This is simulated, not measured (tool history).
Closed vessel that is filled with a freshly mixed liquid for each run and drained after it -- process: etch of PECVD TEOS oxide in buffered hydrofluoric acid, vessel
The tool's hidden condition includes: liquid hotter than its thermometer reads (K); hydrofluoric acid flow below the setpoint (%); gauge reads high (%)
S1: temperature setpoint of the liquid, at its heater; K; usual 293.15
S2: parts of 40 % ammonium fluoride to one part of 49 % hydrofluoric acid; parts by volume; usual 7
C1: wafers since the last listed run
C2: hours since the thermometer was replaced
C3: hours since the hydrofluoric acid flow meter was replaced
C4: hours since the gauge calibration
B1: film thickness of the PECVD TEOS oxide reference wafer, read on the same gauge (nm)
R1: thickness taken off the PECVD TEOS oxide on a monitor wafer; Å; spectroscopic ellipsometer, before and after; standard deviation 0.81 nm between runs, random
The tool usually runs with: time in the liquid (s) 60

{"run": 1, "day": 0.0, "S1": 293.15, "S2": 7, "time in the liquid (s)": 60, "C1": 0, "C2": 2105.9, "C3": 1289.4, "C4": 302.4, "B1": 89.99, "R1": 1227.1}
{"run": 2, "day": 1.4, "S1": 291.65, "S2": 6, "time in the liquid (s)": 60, "C1": 2239, "C2": 2139.5, "C3": 1323, "C4": 336, "B1": 89.98, "R1": 1305.5}
{"run": 3, "day": 2.217, "S1": 293.15, "S2": 7, "time in the liquid (s)": 60, "C1": 1306, "C2": 2159.1, "C3": 1342.6, "C4": 355.6, "B1": 90.01, "R1": 1228.2}
{"run": 4, "day": 2.725, "S1": 293.15, "S2": 7, "time in the liquid (s)": 60, "C1": 813, "C2": 2171.3, "C3": 1354.8, "C4": 367.8, "B1": 89.97, "R1": 1208.3}
{"run": 5, "day": 3.492, "S1": 293.15, "S2": 7, "time in the liquid (s)": 60, "C1": 1226, "C2": 2189.7, "C3": 1373.2, "C4": 386.2, "B1": 89.98, "R1": 1223.4}
{"run": 6, "day": 5.225, "S1": 297.15, "S2": 7, "time in the liquid (s)": 60, "C1": 2772, "C2": 2231.3, "C3": 1414.8, "C4": 427.8, "B1": 89.99, "R1": 1520.8}
{"run": 7, "day": 6.2, "S1": 297.15, "S2": 7, "time in the liquid (s)": 60, "C1": 1559, "C2": 2254.7, "C3": 1438.2, "C4": 451.2, "B1": 90, "R1": 1507.7}
{"run": 8, "day": 7.675, "S1": 293.15, "S2": 7, "time in the liquid (s)": 60, "C1": 2359, "C2": 2290.1, "C3": 1473.6, "C4": 486.6, "B1": 89.96, "R1": 1210.6}
{"run": 9, "day": 8.429, "S1": 293.15, "S2": 7, "time in the liquid (s)": 60, "C1": 1206, "C2": 2308.2, "C3": 1491.7, "C4": 504.7, "B1": 90.03, "R1": 1203.9}
{"run": 10, "day": 8.938, "S1": 293.15, "S2": 7, "time in the liquid (s)": 60, "C1": 813, "C2": 2320.4, "C3": 1503.9, "C4": 516.9, "B1": 89.96, "R1": 1201.2}
{"run": 11, "day": 9.754, "S1": 293.15, "S2": 7, "time in the liquid (s)": 60, "C1": 1306, "C2": 2340, "C3": 1523.5, "C4": 536.5, "B1": 89.98, "R1": 1221.6}
{"run": 12, "day": 10.446, "S1": 293.15, "S2": 7, "time in the liquid (s)": 60, "C1": 1106, "C2": 2356.6, "C3": 1540.1, "C4": 553.1, "B1": 90.01, "R1": 1207.8}
{"run": 13, "day": 11.35, "S1": 293.15, "S2": 7, "time in the liquid (s)": 45, "C1": 1446, "C2": 2378.3, "C3": 1561.8, "C4": 574.8, "B1": 90.01, "R1": 902.4}
{"day": 11.625, "done": "thermometer replaced"}
{"run": 14, "day": 12.733, "S1": 293.15, "S2": 7, "time in the liquid (s)": 60, "C1": 2146, "C2": 26.6, "C3": 1595, "C4": 608, "B1": 90.01, "R1": 1201.5}
{"run": 15, "day": 13.35, "S1": 293.15, "S2": 7, "time in the liquid (s)": 60, "C1": 986, "C2": 41.4, "C3": 1609.8, "C4": 622.8, "B1": 89.99, "R1": 1203.9}
{"run": 16, "day": 14.679, "S1": 297.65, "S2": 8.5, "time in the liquid (s)": 60, "C1": 2126, "C2": 73.3, "C3": 1641.7, "C4": 654.7, "B1": 90, "R1": 1273.8}
{"run": 17, "day": 15.238, "S1": 297.15, "S2": 7, "time in the liquid (s)": 60, "C1": 893, "C2": 86.7, "C3": 1655.1, "C4": 668.1, "B1": 90, "R1": 1486.1}
{"run": 18, "day": 16.392, "S1": 291.15, "S2": 8.5, "time in the liquid (s)": 85, "C1": 1846, "C2": 114.4, "C3": 1682.8, "C4": 695.8, "B1": 90.01, "R1": 1256.2}
{"run": 19, "day": 17.75, "S1": 293.15, "S2": 7, "time in the liquid (s)": 60, "C1": 2172, "C2": 147, "C3": 1715.4, "C4": 728.4, "B1": 89.97, "R1": 1186.9}
{"run": 20, "day": 18.275, "S1": 293.15, "S2": 7, "time in the liquid (s)": 60, "C1": 839, "C2": 159.6, "C3": 1728, "C4": 741, "B1": 89.99, "R1": 1193.8}
{"run": 21, "day": 19.046, "S1": 290.15, "S2": 7, "time in the liquid (s)": 50, "C1": 1232, "C2": 178.1, "C3": 1746.5, "C4": 759.5, "B1": 90, "R1": 837.6}
{"run": 22, "day": 19.796, "S1": 293.15, "S2": 5, "time in the liquid (s)": 60, "C1": 1199, "C2": 196.1, "C3": 1764.5, "C4": 777.5, "B1": 90, "R1": 1638.1}
{"run": 23, "day": 21.283, "S1": 293.15, "S2": 9, "time in the liquid (s)": 60, "C1": 2379, "C2": 231.8, "C3": 1800.2, "C4": 813.2, "B1": 90.01, "R1": 947}
{"day": 21.467, "done": "hydrofluoric acid flow meter replaced"}
{"run": 24, "day": 22.429, "S1": 293.15, "S2": 7, "time in the liquid (s)": 60, "C1": 1766, "C2": 259.3, "C3": 23.1, "C4": 840.7, "B1": 90, "R1": 1344.1}
{"run": 25, "day": 23.492, "S1": 295.15, "S2": 5, "time in the liquid (s)": 80, "C1": 1699, "C2": 284.8, "C3": 48.6, "C4": 866.2, "B1": 89.98, "R1": 2667.6}
{"day": 24.038, "done": "gauge calibrated"}
{"run": 26, "day": 24.312, "S1": 293.15, "S2": 6, "time in the liquid (s)": 45, "C1": 1312, "C2": 304.5, "C3": 68.3, "C4": 6.6, "B1": 89.98, "R1": 1151.9}
{"run": 27, "day": 25.367, "S1": 293.15, "S2": 7, "time in the liquid (s)": 60, "C1": 1686, "C2": 329.8, "C3": 93.6, "C4": 31.9, "B1": 89.98, "R1": 1324.3}
{"run": 28, "day": 25.942, "S1": 293.15, "S2": 7, "time in the liquid (s)": 60, "C1": 919, "C2": 343.6, "C3": 107.4, "C4": 45.7, "B1": 89.98, "R1": 1352.7}
{"run": 29, "day": 27.208, "S1": 297.65, "S2": 5, "time in the liquid (s)": 50, "C1": 2026, "C2": 374, "C3": 137.8, "C4": 76.1, "B1": 90, "R1": 1903.9}
{"run": 30, "day": 31.45, "S1": 293.15, "S2": 8, "time in the liquid (s)": 60, "C1": 6784, "C2": 475.8, "C3": 239.6, "C4": 177.9, "B1": 90.01, "R1": 1150}
{"run": 31, "day": 32.35, "S1": 290.15, "S2": 5, "time in the liquid (s)": 45, "C1": 1439, "C2": 497.4, "C3": 261.2, "C4": 199.5, "B1": 89.99, "R1": 1135.4}
{"run": 32, "day": 35.383, "S1": 293.15, "S2": 7, "time in the liquid (s)": 60, "C1": 4851, "C2": 570.2, "C3": 334, "C4": 272.3, "B1": 89.98, "R1": 1309.6}

For each run, the measured value with the value that run would have given without the tool's hidden condition subtracted. The run-to-run variation is shared by both, the gauge scatter possibly not:
run=1 R1=-121
run=2 R1=-104.8
run=3 R1=-125.7
run=4 R1=-124.9
run=5 R1=-127.9
run=6 R1=-163.6
run=7 R1=-164.8
run=8 R1=-135.5
run=9 R1=-136.4
run=10 R1=-137.2
run=11 R1=-141.3
run=12 R1=-141.1
run=13 R1=-106.9
run=14 R1=-145.3
run=15 R1=-146.8
run=16 R1=-125.9
run=17 R1=-186.3
run=18 R1=-126.6
run=19 R1=-154.3
run=20 R1=-156.3
run=21 R1=-110.9
run=22 R1=-168.9
run=23 R1=-77.8
run=24 R1=-2.3
run=25 R1=-6.8
run=26 R1=-4.2
run=27 R1=-7.9
run=28 R1=-9.1
run=29 R1=-12.8
run=30 R1=-17.2
run=31 R1=-14.4
run=32 R1=-27.1

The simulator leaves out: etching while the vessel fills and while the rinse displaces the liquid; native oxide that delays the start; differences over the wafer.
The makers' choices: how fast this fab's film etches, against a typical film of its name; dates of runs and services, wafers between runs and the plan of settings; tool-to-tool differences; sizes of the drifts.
